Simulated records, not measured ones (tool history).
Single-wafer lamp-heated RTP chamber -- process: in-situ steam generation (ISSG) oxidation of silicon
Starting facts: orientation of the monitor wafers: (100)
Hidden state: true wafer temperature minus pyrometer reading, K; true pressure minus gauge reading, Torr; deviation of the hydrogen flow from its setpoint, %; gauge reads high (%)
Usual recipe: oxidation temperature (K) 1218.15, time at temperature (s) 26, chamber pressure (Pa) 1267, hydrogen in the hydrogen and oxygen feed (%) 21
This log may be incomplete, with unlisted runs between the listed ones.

run    hour  oxidation temperature (K)  time at temperature (s)  chamber pressure (Pa)  hydrogen in the hydrogen and oxygen feed (%)  wafers since the last listed run  wafers since the last pyrometer calibration  hours since the pressure gauge was zeroed  hours since the hydrogen flow controller was replaced  hours since the gauge calibration  read-back reference wafer on the same gauge, thickness  oxide thickness on the monitor wafer (Å)
  1     0.0                    1218.15                       21                   1267                                            21                                 0                                         1899                                     2357.4                                                 2742.1                               88.4                                                   5.784                                     44.92
  2    39.5                    1218.15                       26                   1267                                            21                               525                                         2425                                     2396.9                                                 2781.6                              127.9                                                   5.787                                     50.09
  3    97.3                    1218.15                       26                   1267                                            21                               769                                         3194                                     2454.7                                                 2839.4                              185.7                                                   5.788                                     50.22
  4   263.1                    1218.15                       26                   1267                                            21                              2206                                         5401                                     2620.5                                                 3005.2                              351.5                                                   5.793                                     50.87
      290.9  -- pressure gauge zeroed
      291.5  -- pyrometer window cleaned and pyrometer calibrated
  5   292.6                    1218.15                       26                   1267                                            21                               277                                           14                                        1.7                                                 3034.7                              381.0                                                   5.788                                     49.07
  6   321.8                    1218.15                       26                   1267                                            21                               388                                          402                                       30.9                                                 3063.9                              410.2                                                   5.790                                     49.03
  7   380.1                    1218.15                       26                   1267                                            21                               776                                         1178                                       89.2                                                 3122.2                              468.5                                                   5.790                                     49.40
  8   406.7                    1218.15                       26                   1267                                            21                               354                                         1533                                      115.8                                                 3148.8                              495.1                                                   5.792                                     49.53
  9   461.9                    1218.15                       26                   1267                                            21                               734                                         2267                                      171.0                                                 3204.0                              550.3                                                   5.788                                     49.77
 10   673.5                    1218.15                       26                   1267                                            21                              2816                                         5084                                      382.6                                                 3415.6                              761.9                                                   5.785                                     50.30
 11   709.4                    1238.15                       33                   1267                                            21                               477                                         5562                                      418.5                                                 3451.5                              797.8                                                   5.789                                     61.47
      725.9  -- pyrometer window cleaned and pyrometer calibrated
 12   742.8                    1218.15                       26                   1267                                            21                               338                                          225                                      451.9                                                 3484.9                              831.2                                                   5.785                                     49.08
 13   855.6                    1225.15                       26                   1267                                            31                              1501                                         1726                                      564.7                                                 3597.7                              944.0                                                   5.787                                     55.13
 14   885.2                    1224.15                       26                   1347                                            26                               393                                         2120                                      594.3                                                 3627.3                              973.6                                                   5.789                                     51.97
 15   910.2                    1218.15                       30                   1267                                            21                               332                                         2453                                      619.3                                                 3652.3                              998.6                                                   5.790                                     52.67
 16   946.9                    1218.15                       26                   1320                                            24                               488                                         2941                                      656.0                                                 3689.0                             1035.3                                                   5.792                                     51.23
 17  1120.7                    1218.15                       22                   1120                                            21                              2313                                         5255                                      829.8                                                 3862.8                             1209.1                                                   5.794                                     47.57
     1192.6  -- hydrogen flow controller replaced
 18  1193.1                    1201.15                       30                   1267                                            21                               857                                         6112                                      902.2                                                    0.5                             1281.5                                                   5.791                                     50.96
     1217.1  -- pyrometer window cleaned and pyrometer calibrated
 19  1257.4                    1218.15                       31                   1200                                            21                               749                                          536                                      966.5                                                   64.8                             1345.8                                                   5.787                                     54.27
     1281.6  -- gauge calibrated
 20  1283.3                    1238.15                       33                   1267                                            21                               344                                          881                                      992.4                                                   90.7                                1.7                                                   5.791                                     59.52
 21  1324.1                    1226.15                       26                   1267                                            21                               543                                         1424                                     1033.2                                                  131.5                               42.5                                                   5.793                                     50.79
 22  1379.1                    1208.15                       26                   1267                                            21                               732                                         2156                                     1088.2                                                  186.5                               97.5                                                   5.791                                     48.79
 23  1418.1                    1205.15                       26                   1267                                            21                               519                                         2675                                     1127.2                                                  225.5                              136.5                                                   5.792                                     47.79
 24  1467.4                    1218.15                       26                   1267                                            21                               656                                         3331                                     1176.5                                                  274.8                              185.8                                                   5.786                                     50.17
 25  1491.8                    1212.15                       26                   1267                                            24                               324                                         3656                                     1200.9                                                  299.2                              210.2                                                   5.790                                     51.00
 26  1532.4                    1218.15                       26                   1267                                            29                               540                                         4196                                     1241.5                                                  339.8                              250.8                                                   5.789                                     54.03
 27  1576.1                    1211.15                       26                   1267                                            28                               581                                         4778                                     1285.2                                                  383.5                              294.5                                                   5.792                                     52.35
 28  1609.8                    1199.15                       33                   1360                                            16                               448                                         5227                                     1318.9                                                  417.2                              328.2                                                   5.786                                     49.98
 29  1662.1                    1218.15                       26                   1267                                            21                               696                                         5923                                     1371.2                                                  469.5                              380.5                                                   5.793                                     50.97
 30  1690.0                    1207.15                       26                   1267                                            21                               371                                         6294                                     1399.1                                                  497.4                              408.4                                                   5.799                                     49.13
     1723.4  -- pyrometer window cleaned and pyrometer calibrated
 31  1755.6                    1218.15                       26                   1187                                            21                               766                                          428                                     1464.7                                                  563.0                              474.0                                                   5.787                                     49.28

Each row is a separate what-if for the run after 31, all from the same tool condition, not one after another. Results?
  A  1756.0                    1218.15                       31                   1267                                            21                                 5                                          434                                     1465.1                                                  563.4                              474.4                                                       ?                                         ?
  B  1756.0                    1218.15                       34                   1107                                            21                                 5                                          434                                     1465.1                                                  563.4                              474.4                                                       ?                                         ?
  C  1756.0                    1218.15                       26                   1267                                            30                                 5                                          434                                     1465.1                                                  563.4                              474.4                                                       ?                                         ?
  D  1756.0                    1218.15                       26                   1093                                            21                                 5                                          434                                     1465.1                                                  563.4                              474.4                                                       ?                                         ?

run  read-back reference wafer on the same gauge, thickness  oxide thickness on the monitor wafer (Å)
  A                                                   5.788                                     53.01
  B                                                   5.788                                     55.97
  C                                                   5.788                                     52.96
  D                                                   5.788                                     49.67
Stripped of hidden state, with their random variation kept, the same runs would have yielded:
run  oxide thickness on the monitor wafer (Å)
  A                                     52.81
  B                                     55.75
  C                                     52.76
  D                                     49.49
